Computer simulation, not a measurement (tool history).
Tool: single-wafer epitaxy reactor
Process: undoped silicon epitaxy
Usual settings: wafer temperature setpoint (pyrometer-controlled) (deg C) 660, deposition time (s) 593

run	hour	wafer temperature setpoint (pyrometer-controlled) (deg C)	deposition time (s)	read-back reference wafer on the same gauge, thickness_nm	mean film thickness on the monitor wafer (Å)
1	0	660	593	127.018	1160.16
2	36.9	660	593	126.993	1150.57
3	118.8	660	593	127.003	1161.31
4	216.1	660	593	126.899	1159.46
5	299.1	660	593	126.853	1163.02
6	363	654	529	126.988	930.41
7	593.4	660	593	127.015	1166.57
8	694.7	660	593	126.994	1164.04
# hour 781.9: gauge calibrated
9	786	656	593	126.935	1084.55
10	832.3	655	560	127.143	1001.33
11	881	652	593	126.977	1003.86
# hour 897: pyrometer calibrated
12	918.9	674	668	126.926	1678.57
13	1022	654	523	126.993	902.38
14	1228.2	660	593	126.989	1149.42
15	1296	670	520	127.094	1221.94
16	1384.3	667	593	126.982	1306.53
17	1454.5	669	511	127.08	1182.65
18	1539.5	666	510	126.974	1108.24
19	1631	660	593	127.008	1156.47

Forecast each of these 3 alternatives for the next run:
A	1631.6	660	498	?	?
B	1631.6	669	700	?	?
C	1631.6	665	681	?	?

run	read-back reference wafer on the same gauge, thickness_nm	mean film thickness on the monitor wafer (Å)
A	127.012	972.29
B	127.012	1615.65
C	127.012	1459.64
Without the tool's hidden state the same runs would have given:
run	mean film thickness on the monitor wafer (Å)
A	966.63
B	1606.41
C	1451.22
